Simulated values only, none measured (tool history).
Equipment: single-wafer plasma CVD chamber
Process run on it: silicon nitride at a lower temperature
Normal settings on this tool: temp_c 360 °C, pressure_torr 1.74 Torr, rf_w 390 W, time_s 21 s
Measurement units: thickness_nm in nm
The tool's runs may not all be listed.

run	hour	temp_c	pressure_torr	rf_w	time_s	read-back reference wafer on the same gauge, thickness_nm	thickness_nm
1	0	360	1.74	390	21	33.995	28.822
2	65.1	360	1.92	425	21	34.016	30.582
3	100.3	360	1.92	425	21	34.018	30.279
4	145	360	1.74	390	21	33.961	28.47
5	196.2	360	1.74	390	21	34.009	28.475
# hour 266.4: showerhead replaced
6	266.9	360	1.74	390	21	33.984	28.638
7	300	360	1.74	390	21	34.004	28.557
# hour 351.4: thermocouple changed; heater temperature recalibrated
# hour 351.4: capacitance manometer re-zeroed and calibrated
8	351.9	360	1.74	390	21	33.984	28.392
9	376.8	360	1.74	390	22.6	34.023	30.245
10	446.9	360	2.1	390	23.2	34.017	32.32
11	475.7	373	1.4	390	21	33.947	26.464
12	530.7	360	2.05	410	23.7	33.994	33.486
# hour 559.9: RF generator calibrated
# hour 588.2: gauge calibrated
13	591.5	360	1.74	390	21	33.988	29.015
14	671.1	373	1.74	390	21	34.048	28.857
15	723.4	360	2.07	460	17.5	33.978	27.024
16	772.1	366	1.97	330	21	34.008	27.19

Here are 4 independent what-if runs from the current tool condition. What would each one return?
A	772.5	352	1.74	390	21	?	?
B	772.5	360	1.74	390	25.1	?	?
C	772.5	368	1.85	330	18.1	?	?
D	772.5	346	1.34	390	21	?	?

run	read-back reference wafer on the same gauge, thickness_nm	thickness_nm
A	33.963	29.087
B	33.963	34.631
C	33.963	23.311
D	33.963	27.542
Without the tool's hidden state the same runs would have given:
run	thickness_nm
A	29.2
B	34.766
C	23.402
D	27.649
